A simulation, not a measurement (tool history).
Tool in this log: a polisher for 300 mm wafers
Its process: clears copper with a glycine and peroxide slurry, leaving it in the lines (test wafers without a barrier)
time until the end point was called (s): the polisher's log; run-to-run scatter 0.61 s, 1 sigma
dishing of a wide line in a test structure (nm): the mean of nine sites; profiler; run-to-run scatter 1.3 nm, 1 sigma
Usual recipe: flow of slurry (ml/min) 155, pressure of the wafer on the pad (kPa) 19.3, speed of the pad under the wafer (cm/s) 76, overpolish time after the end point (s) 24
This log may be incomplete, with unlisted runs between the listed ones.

run    hour  flow of slurry (ml/min)  pressure of the wafer on the pad (kPa)  speed of the pad under the wafer (cm/s)  overpolish time after the end point (s)  incoming thickness of the incoming film, nm  time until the end point was called (s)  dishing of a wide line in a test structure (nm)
  1     0.0                      130                                    19.3                                       76                                       24                                        356.1                                     76.5                                             71.0
  2    90.7                      155                                    19.3                                       76                                       24                                        367.0                                     77.5                                             74.6
      109.7  -- worn pad replaced by a new one
  3   160.2                      155                                    19.3                                       76                                       24                                        361.3                                     74.8                                             74.2
  4   263.1                      155                                    19.3                                       76                                       24                                        363.1                                     75.8                                             72.4
  5   300.6                      155                                    19.3                                       76                                       24                                        363.6                                     76.3                                             70.1
  6   366.1                      155                                    19.3                                       76                                       24                                        364.7                                     77.3                                             71.6
  7   430.5                      155                                    19.3                                       76                                       24                                        367.6                                     77.1                                             71.7
      501.6  -- head pressure recalibrated
  8   537.6                      155                                    19.3                                       76                                       24                                        362.6                                     77.6                                             70.4
      546.7  -- slurry nozzle cleaned
  9   588.3                      155                                    19.3                                       76                                       24                                        364.8                                     74.3                                             74.9
 10   663.9                      155                                    19.3                                       76                                       24                                        362.2                                     73.6                                             72.9
      685.8  -- worn pad replaced by a new one
 11   708.4                      155                                    19.3                                       76                                       24                                        356.1                                     72.8                                             72.7
 12   795.5                      155                                    22.8                                       76                                       24                                        357.1                                     64.6                                             77.4
 13   886.1                      155                                    22.8                                       76                                       24                                        359.2                                     66.5                                             80.9
     1036.8  -- head pressure recalibrated
 14  1037.3                      155                                    22.8                                       76                                       24                                        362.5                                     66.8                                             77.5
 15  1100.6                      120                                    19.3                                       76                                       24                                        355.0                                     79.7                                             68.6
 16  1179.5                      155                                    19.3                                       76                                       24                                        361.4                                     76.1                                             73.3
     1217.4  -- slurry nozzle cleaned
 17  1281.5                      125                                    21.4                                       76                                       11                                        358.6                                     70.0                                             41.8
 18  1342.8                      155                                    15.2                                       86                                       32                                        358.6                                     79.8                                             85.4
     1354.1  -- worn pad replaced by a new one
 19  1381.4                      175                                    14.5                                       64                                       19                                        362.4                                    103.0                                             46.4
 20  1433.9                      135                                    13.1                                       98                                       16                                        360.5                                     87.2                                             47.4
 21  1488.0                      155                                    13.8                                       76                                       24                                        364.8                                     98.9                                             59.4
 22  1568.0                      200                                    22.8                                       76                                       20                                        359.5                                     62.7                                             72.2
     1657.3  -- head pressure recalibrated
 23  1658.1                      175                                    19.3                                       94                                       32                                        357.5                                     61.6                                            100.1
     1741.0  -- slurry nozzle cleaned
 24  1746.0                      155                                    19.3                                       76                                       24                                        360.5                                     73.3                                             74.9
 25  1843.9                      175                                    19.3                                       58                                       24                                        351.9                                     86.0                                             65.9
 26  1924.3                      185                                    25.5                                       76                                       24                                        359.1                                     57.7                                             87.9
     1950.2  -- worn pad replaced by a new one
 27  2019.9                      155                                    24.8                                       76                                       24                                        357.4                                     61.4                                             81.3
 28  2067.1                      155                                    19.3                                       94                                       24                                        355.5                                     63.0                                             80.6
 29  2125.9                      155                                    19.3                                       54                                       15                                        367.7                                     98.4                                             41.4
 30  2222.2                      155                                    22.1                                       76                                       24                                        366.7                                     69.6                                             78.6
 31  2309.9                      155                                    19.3                                       76                                       24                                        362.6                                     77.2                                             71.3
     2326.3  -- head pressure recalibrated
 32  2370.7                      155                                    19.3                                       76                                       24                                        362.9                                     76.8                                             73.4
     2377.5  -- slurry nozzle cleaned
 33  2474.2                      110                                    22.8                                       58                                       32                                        356.1                                     85.0                                             80.7
     2480.5  -- worn pad replaced by a new one
 34  2570.3                      120                                    19.3                                       52                                       24                                        352.5                                    103.0                                             57.2
 35  2666.2                      155                                    19.3                                       76                                       24                                        364.4                                     76.2                                             72.2

3 ways to go on from here, each from the tool as it stands after run 35. What would each give?
  A  2666.7                      205                                    19.3                                       76                                       24                                        357.0                                        ?                                                ?
  B  2666.7                      155                                    15.9                                       96                                       17                                        357.0                                        ?                                                ?
  C  2666.7                      155                                    22.1                                       68                                       24                                        357.0                                        ?                                                ?

run  time until the end point was called (s)  dishing of a wide line in a test structure (nm)
  A                                     71.3                                             73.8
  B                                     73.1                                             55.4
  C                                     73.9                                             72.6
What these runs would have given with no unlogged condition in the tool:
run  time until the end point was called (s)  dishing of a wide line in a test structure (nm)
  A                                     69.0                                             75.4
  B                                     70.0                                             57.2
  C                                     70.9                                             74.8

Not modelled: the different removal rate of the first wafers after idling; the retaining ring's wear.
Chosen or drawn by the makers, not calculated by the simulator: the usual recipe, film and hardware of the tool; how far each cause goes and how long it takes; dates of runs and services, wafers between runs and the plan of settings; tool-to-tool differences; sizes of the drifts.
